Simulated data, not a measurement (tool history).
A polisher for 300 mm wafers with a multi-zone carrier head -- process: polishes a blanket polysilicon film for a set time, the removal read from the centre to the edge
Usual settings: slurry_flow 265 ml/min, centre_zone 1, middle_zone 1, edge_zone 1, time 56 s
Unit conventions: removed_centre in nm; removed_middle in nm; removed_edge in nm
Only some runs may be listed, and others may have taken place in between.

run     day  slurry_flow  centre_zone  middle_zone  edge_zone  time  wafers since the last listed run  wafers polished on this pad  hours since the slurry nozzle was cleaned  hours since the centre zone pressure was calibrated  hours since the edge zone pressure was calibrated  hours since the carrier head's membrane was replaced  incoming thickness of the incoming film, nm  removed_centre  removed_middle  removed_edge
  1       0          265            1            1          1    56                                 0                         1373                                       72.2                                                510.1                                              549.4                                                 365.6                                       1748.6           676.4           717.8           725
  2    4.25          265            1            1       0.94    56                              1370                         2744                                      174.2                                                612.1                                              651.4                                                 467.6                                       1755.2           665.3           736.9           705
      6.542  -- edge zone pressure recalibrated
  3   8.596          265            1            1          1    56                              1374                         4119                                      278.5                                                716.4                                               49.3                                                 571.9                                       1722.9           647.9           729.6         724.3
  4  10.146          265         0.95            1          1    56                               499                         4619                                      315.7                                                753.6                                               86.5                                                 609.1                                       1720.5           601.4           723.5           718
     10.992  -- centre zone pressure recalibrated
     15.275  -- worn pad replaced by a new one
  5  22.288          265         0.95            1          1    56                              3835                         2261                                      607.1                                                271.1                                              377.9                                                 900.5                                       1715.7           642.7           720.3         730.5
     22.667  -- slurry nozzle cleaned
  6   25.55          265            1            1          1    56                              1038                         3300                                       69.2                                                349.4                                              456.2                                                 978.8                                       1756.5           668.6           731.9         718.9
     26.992  -- carrier head's membrane replaced by a new one
  7  29.996          220            1         0.93          1    49                              1366                         4667                                      175.9                                                456.1                                              562.9                                                  72.1                                       1726.5           563.9             579         618.9
  8  31.925          265            1            1          1    56                               622                         5289                                      222.2                                                502.4                                              609.2                                                 118.4                                       1720.4           650.1           723.3         715.6
  9  34.196          265            1            1          1    56                               732                         6022                                      276.7                                                556.9                                              663.7                                                 172.9                                       1717.7           657.7           721.1         724.9
     35.704  -- worn pad replaced by a new one
     36.121  -- edge zone pressure recalibrated
 10  37.792          265            1            1          1    56                              1079                          646                                        363                                                643.2                                               40.1                                                 259.2                                       1734.1           644.3           729.7         721.2
 11  40.546          265         0.95          0.9          1    56                               888                         1535                                      429.1                                                709.3                                              106.2                                                 325.3                                         1747           599.6           662.1         725.6
     42.229  -- centre zone pressure recalibrated
 12  43.071          200            1            1          1    64                               787                         2322                                      489.7                                                 20.2                                              166.8                                                 385.9                                       1711.1           768.1           810.2         815.4
 13  45.183          265            1            1       0.93    56                               681                         3004                                      540.4                                                 70.9                                              217.5                                                 436.6                                       1739.1           709.9             720         700.5
     46.683  -- slurry nozzle cleaned
 14  46.879          265            1         1.04          1    56                               533                         3537                                        4.7                                                111.6                                              258.2                                                 477.3                                       1758.3           698.1           747.8           718
 15  50.908          335            1            1        0.9    39                              1299                         4837                                      101.4                                                208.3                                              354.9                                                   574                                       1743.4           491.9           522.9         490.8
 16  54.225          345         0.94         1.05          1    43                              1069                         5907                                        181                                                287.9                                              434.5                                                 653.6                                       1743.5           518.5           601.3         570.2
       54.4  -- worn pad replaced by a new one
 17  55.862          305            1         1.06       0.95    56                               474                          471                                      220.3                                                327.2                                              473.8                                                 692.9                                       1738.9           705.5             769         715.8
 18  58.225          295            1         0.95          1    56                               762                         1233                                        277                                                383.9                                              530.5                                                 749.6                                         1773           685.3           713.1         733.2
     59.925  -- edge zone pressure recalibrated
 19  60.738          210         0.92            1          1    73                               783                         2016                                      337.3                                                444.2                                               19.5                                                 809.9                                       1716.1           780.5           915.4         917.8

Run 20 has not been measured yet. What should we expect?
 20  63.762          265            1            1       0.93    56                               975                         2992                                      409.9                                                516.8                                               92.1                                                 882.5                                       1732.5               ?               ?             ?

removed_centre: 671.8 nm
removed_middle: 730.8 nm
removed_edge: 690.4 nm
Without the tool's hidden state the same run would have given removed_centre 694.5 nm, removed_middle 730.7 nm, removed_edge 690.4 nm.
